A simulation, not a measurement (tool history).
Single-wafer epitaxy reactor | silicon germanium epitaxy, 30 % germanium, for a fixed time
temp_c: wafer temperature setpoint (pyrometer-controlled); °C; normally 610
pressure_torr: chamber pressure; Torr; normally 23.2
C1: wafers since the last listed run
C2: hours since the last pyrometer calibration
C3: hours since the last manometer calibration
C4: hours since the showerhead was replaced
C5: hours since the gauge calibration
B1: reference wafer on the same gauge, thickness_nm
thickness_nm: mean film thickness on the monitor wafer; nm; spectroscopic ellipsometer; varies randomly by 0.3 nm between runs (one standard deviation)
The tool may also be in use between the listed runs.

Run 1, hour 0: usual settings; C1 0; C2 1609.4; C3 1496.5; C4 4548; C5 186.2; B1 66.665. Result: thickness_nm 70.311 nm.
Run 2, hour 25.8: usual settings; C1 370; C2 1635.2; C3 1522.3; C4 4573.8; C5 212; B1 66.725. Result: thickness_nm 70.655 nm.
Run 3, hour 61.5: usual settings; C1 512; C2 1670.9; C3 1558; C4 4609.5; C5 247.7; B1 66.7. Result: thickness_nm 70.427 nm.
Run 4, hour 147: usual settings; C1 1228; C2 1756.4; C3 1643.5; C4 4695; C5 333.2; B1 66.607. Result: thickness_nm 69.74 nm.
Run 5, hour 173.5: usual settings but temp_c 620 °C; C1 380; C2 1782.9; C3 1670; C4 4721.5; C5 359.7; B1 66.695. Result: thickness_nm 80.556 nm.
Run 6, hour 205.1: usual settings but temp_c 620 °C; C1 454; C2 1814.5; C3 1701.6; C4 4753.1; C5 391.3; B1 66.688. Result: thickness_nm 80.689 nm.
Run 7, hour 237.4: usual settings but temp_c 620 °C; C1 464; C2 1846.8; C3 1733.9; C4 4785.4; C5 423.6; B1 66.592. Result: thickness_nm 80.864 nm.
Run 8, hour 261.1: usual settings; C1 340; C2 1870.5; C3 1757.6; C4 4809.1; C5 447.3; B1 66.716. Result: thickness_nm 68.867 nm.
At hour 303.5: capacitance manometer re-zeroed and calibrated.
Run 9, hour 304: usual settings; C1 501; C2 1913.4; C3 0.5; C4 4852; C5 490.2; B1 66.538. Result: thickness_nm 68.813 nm.
Run 10, hour 315.5: usual settings; C1 165; C2 1924.9; C3 12; C4 4863.5; C5 501.7; B1 66.845. Result: thickness_nm 68.744 nm.
At hour 325.9: pyrometer calibrated.
Run 11, hour 338.5: usual settings; C1 215; C2 12.6; C3 35; C4 4886.5; C5 524.7; B1 66.647. Result: thickness_nm 75.68 nm.
Run 12, hour 365.9: usual settings but temp_c 620 °C; C1 393; C2 40; C3 62.4; C4 4913.9; C5 552.1; B1 66.835. Result: thickness_nm 88.181 nm.
At hour 379.1: showerhead replaced.
Run 13, hour 396.8: usual settings; C1 329; C2 70.9; C3 93.3; C4 17.7; C5 583; B1 66.685. Result: thickness_nm 75.581 nm.
At hour 399.8: gauge calibrated.
Run 14, hour 428.3: usual settings but temp_c 601 °C, pressure_torr 19.7 Torr; C1 452; C2 102.4; C3 124.8; C4 49.2; C5 28.5; B1 66.807. Result: thickness_nm 61.365 nm.
Run 15, hour 462.1: usual settings but temp_c 615 °C, pressure_torr 27.5 Torr; C1 485; C2 136.2; C3 158.6; C4 83; C5 62.3; B1 66.725. Result: thickness_nm 87.615 nm.
Run 16, hour 475.3: usual settings but temp_c 604 °C, pressure_torr 28.5 Torr; C1 189; C2 149.4; C3 171.8; C4 96.2; C5 75.5; B1 66.849. Result: thickness_nm 74.384 nm.
Run 17, hour 541.7: usual settings but temp_c 614 °C, pressure_torr 28.9 Torr; C1 954; C2 215.8; C3 238.2; C4 162.6; C5 141.9; B1 66.773. Result: thickness_nm 86.706 nm.
Run 18, hour 567.7: usual settings but temp_c 605 °C, pressure_torr 21.2 Torr; C1 373; C2 241.8; C3 264.2; C4 188.6; C5 167.9; B1 66.709. Result: thickness_nm 67.322 nm.
Run 19, hour 598.9: usual settings but temp_c 615 °C, pressure_torr 17.7 Torr; C1 448; C2 273; C3 295.4; C4 219.8; C5 199.1; B1 66.712. Result: thickness_nm 73.367 nm.
Run 20, hour 611.2: usual settings but temp_c 603 °C; C1 176; C2 285.3; C3 307.7; C4 232.1; C5 211.4; B1 66.689. Result: thickness_nm 67.433 nm.
Run 21, hour 646.1: usual settings but temp_c 614 °C, pressure_torr 28.8 Torr; C1 501; C2 320.2; C3 342.6; C4 267; C5 246.3; B1 66.742. Result: thickness_nm 87.18 nm.
Run 22, hour 666.3: usual settings; C1 290; C2 340.4; C3 362.8; C4 287.2; C5 266.5; B1 66.584. Result: thickness_nm 75.253 nm.
Run 23, hour 689.5: usual settings but temp_c 596 °C; C1 333; C2 363.6; C3 386; C4 310.4; C5 289.7; B1 66.766. Result: thickness_nm 60.67 nm.

Predict each of these 4 candidate next runs independently; none follows another, all start after run 23:
Run A, hour 689.9: usual settings but pressure_torr 27.5 Torr; C1 5; C2 364; C3 386.4; C4 310.8; C5 290.1; B1 ?. Result: thickness_nm ?.
Run B, hour 689.9: usual settings but temp_c 597 °C, pressure_torr 18.4 Torr; C1 5; C2 364; C3 386.4; C4 310.8; C5 290.1; B1 ?. Result: thickness_nm ?.
Run C, hour 689.9: usual settings but temp_c 602 °C, pressure_torr 25.3 Torr; C1 5; C2 364; C3 386.4; C4 310.8; C5 290.1; B1 ?. Result: thickness_nm ?.
Run D, hour 689.9: usual settings but temp_c 601 °C; C1 5; C2 364; C3 386.4; C4 310.8; C5 290.1; B1 ?. Result: thickness_nm ?.

run      B1  thickness_nm
  A  66.705        80.598
  B  66.705        55.946
  C  66.705        68.713
  D  66.705        65.353
Without the tool's unlogged condition, the same runs would have read:
run  thickness_nm
  A        80.087
  B        55.582
  C         68.27
  D         64.93
